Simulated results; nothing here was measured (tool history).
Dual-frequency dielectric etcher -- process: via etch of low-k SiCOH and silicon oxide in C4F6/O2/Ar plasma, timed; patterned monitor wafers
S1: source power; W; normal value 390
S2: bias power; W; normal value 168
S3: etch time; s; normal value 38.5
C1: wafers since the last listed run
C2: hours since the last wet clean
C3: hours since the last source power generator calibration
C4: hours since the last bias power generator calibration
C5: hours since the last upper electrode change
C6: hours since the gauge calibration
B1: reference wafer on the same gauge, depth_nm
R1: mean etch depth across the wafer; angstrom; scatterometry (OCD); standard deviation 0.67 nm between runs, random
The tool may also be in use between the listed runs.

Run 1, day 0: usual settings but S1 440 W; C1 0; C2 366.3; C3 3360.1; C4 1800.4; C5 3987.1; C6 2626.8; B1 103. Result: R1 1071 angstrom.
Run 2, day 1.592: usual settings but S1 440 W; C1 360; C2 404.5; C3 3398.3; C4 1838.6; C5 4025.3; C6 2665; B1 103. Result: R1 1053 angstrom.
Run 3, day 3.658: usual settings but S1 440 W; C1 467; C2 454.1; C3 3447.9; C4 1888.2; C5 4074.9; C6 2714.6; B1 103.3. Result: R1 1077 angstrom.
Run 4, day 5.946: usual settings; C1 517; C2 509; C3 3502.8; C4 1943.1; C5 4129.8; C6 2769.5; B1 102.9. Result: R1 1015 angstrom.
At day 7.125: gauge calibrated.
At day 7.392: wet clean of the chamber.
Run 5, day 7.412: usual settings; C1 105; C2 0.5; C3 3538; C4 1978.3; C5 4165; C6 6.9; B1 102.9. Result: R1 1017 angstrom.
Run 6, day 9.762: usual settings but S2 140 W; C1 531; C2 56.9; C3 3594.4; C4 2034.7; C5 4221.4; C6 63.3; B1 103. Result: R1 954 angstrom.
Run 7, day 11.646: usual settings but S2 140 W; C1 426; C2 102.1; C3 3639.6; C4 2079.9; C5 4266.6; C6 108.5; B1 103.1. Result: R1 951 angstrom.
Run 8, day 13.45: usual settings but S2 140 W; C1 408; C2 145.4; C3 3682.9; C4 2123.2; C5 4309.9; C6 151.8; B1 103. Result: R1 958 angstrom.
Run 9, day 14.717: usual settings but S1 460 W, S2 187 W, S3 47.5 s; C1 286; C2 175.8; C3 3713.3; C4 2153.6; C5 4340.3; C6 182.2; B1 103.2. Result: R1 1396 angstrom.
Run 10, day 16.162: usual settings; C1 327; C2 210.5; C3 3748; C4 2188.3; C5 4375; C6 216.9; B1 102.9. Result: R1 1005 angstrom.
Run 11, day 18.992: usual settings but S2 126 W; C1 640; C2 278.4; C3 3815.9; C4 2256.2; C5 4442.9; C6 284.8; B1 102.9. Result: R1 932 angstrom.
Run 12, day 21.092: usual settings but S1 440 W, S2 199 W, S3 49 s; C1 475; C2 328.8; C3 3866.3; C4 2306.6; C5 4493.3; C6 335.2; B1 103. Result: R1 1429 angstrom.
Run 13, day 22.133: usual settings but S1 450 W, S2 141 W; C1 235; C2 353.8; C3 3891.3; C4 2331.6; C5 4518.3; C6 360.2; B1 103.2. Result: R1 1029 angstrom.
At day 22.517: source power generator calibrated.
Run 14, day 23.404: usual settings; C1 249; C2 384.3; C3 21.3; C4 2362.1; C5 4548.8; C6 390.7; B1 102.9. Result: R1 1019 angstrom.
At day 26.362: wet clean of the chamber.
Run 15, day 26.383: usual settings but S2 139 W, S3 44.5 s; C1 447; C2 0.5; C3 92.8; C4 2433.6; C5 4620.3; C6 462.2; B1 102.9. Result: R1 1092 angstrom.
Run 16, day 27.792: usual settings; C1 318; C2 34.3; C3 126.6; C4 2467.4; C5 4654.1; C6 496; B1 102.9. Result: R1 1001 angstrom.
Run 17, day 29.033: usual settings; C1 280; C2 64.1; C3 156.4; C4 2497.2; C5 4683.9; C6 525.8; B1 103.2. Result: R1 1009 angstrom.
Run 18, day 31.192: usual settings but S1 360 W; C1 488; C2 115.9; C3 208.2; C4 2549; C5 4735.7; C6 577.6; B1 102.8. Result: R1 969 angstrom.
At day 33.575: bias power generator calibrated.
At day 34.867: upper electrode replaced.
Run 19, day 34.888: usual settings but S1 350 W, S2 186 W; C1 572; C2 204.6; C3 296.9; C4 31.5; C5 0.5; C6 666.3; B1 103. Result: R1 987 angstrom.
Run 20, day 36.7: usual settings but S3 49 s; C1 410; C2 248.1; C3 340.4; C4 75; C5 44; C6 709.8; B1 103. Result: R1 1284 angstrom.
At day 43.983: wet clean of the chamber.
Run 21, day 45.55: usual settings; C1 1776; C2 37.6; C3 552.8; C4 287.4; C5 256.4; C6 922.2; B1 102.9. Result: R1 1000 angstrom.
Run 22, day 48.908: usual settings but S2 184 W, S3 34.5 s; C1 759; C2 118.2; C3 633.4; C4 368; C5 337; C6 1002.8; B1 102.8. Result: R1 938 angstrom.
Run 23, day 50.3: usual settings but S2 137 W, S3 43 s; C1 314; C2 151.6; C3 666.8; C4 401.4; C5 370.4; C6 1036.2; B1 103.1. Result: R1 1054 angstrom.
Run 24, day 51.575: usual settings but S1 340 W, S2 191 W, S3 44.5 s; C1 288; C2 182.2; C3 697.4; C4 432; C5 401; C6 1066.8; B1 103. Result: R1 1140 angstrom.
Run 25, day 52.617: usual settings but S1 320 W; C1 235; C2 207.2; C3 722.4; C4 457; C5 426; C6 1091.8; B1 103.1. Result: R1 924 angstrom.
Run 26, day 55.462: usual settings but S3 29 s; C1 643; C2 275.5; C3 790.7; C4 525.3; C5 494.3; C6 1160.1; B1 103. Result: R1 775 angstrom.
Run 27, day 57.192: usual settings but S1 420 W, S3 50 s; C1 391; C2 317; C3 832.2; C4 566.8; C5 535.8; C6 1201.6; B1 103.2. Result: R1 1345 angstrom.
Run 28, day 59.233: usual settings but S1 310 W, S3 31 s; C1 461; C2 366; C3 881.2; C4 615.8; C5 584.8; C6 1250.6; B1 102.8. Result: R1 740 angstrom.
Run 29, day 60.262: usual settings but S1 330 W, S2 136 W, S3 50 s; C1 232; C2 390.7; C3 905.9; C4 640.5; C5 609.5; C6 1275.3; B1 103.3. Result: R1 1138 angstrom.
At day 63.896: wet clean of the chamber.
Run 30, day 63.917: usual settings but S3 47 s; C1 600; C2 0.5; C3 993.6; C4 728.2; C5 697.2; C6 1363; B1 103.1. Result: R1 1228 angstrom.

Across each entry between runs, compare the hidden state at the last listed run before it with the hidden state at the first listed run after it:
From run 4 to run 5: gauge calibrated (day 7.125); wet clean of the chamber (day 7.392)
  the hidden state is the same at both runs
From run 13 to run 14: source power generator calibrated (day 22.517)
  the hidden state is the same at both runs
From run 14 to run 15: wet clean of the chamber (day 26.362)
  the hidden state is the same at both runs
From run 18 to run 19: bias power generator calibrated (day 33.575); upper electrode replaced (day 34.867)
  the hidden state is the same at both runs
From run 20 to run 21: wet clean of the chamber (day 43.983)
  the hidden state is the same at both runs
From run 29 to run 30: wet clean of the chamber (day 63.896)
  the hidden state is the same at both runs

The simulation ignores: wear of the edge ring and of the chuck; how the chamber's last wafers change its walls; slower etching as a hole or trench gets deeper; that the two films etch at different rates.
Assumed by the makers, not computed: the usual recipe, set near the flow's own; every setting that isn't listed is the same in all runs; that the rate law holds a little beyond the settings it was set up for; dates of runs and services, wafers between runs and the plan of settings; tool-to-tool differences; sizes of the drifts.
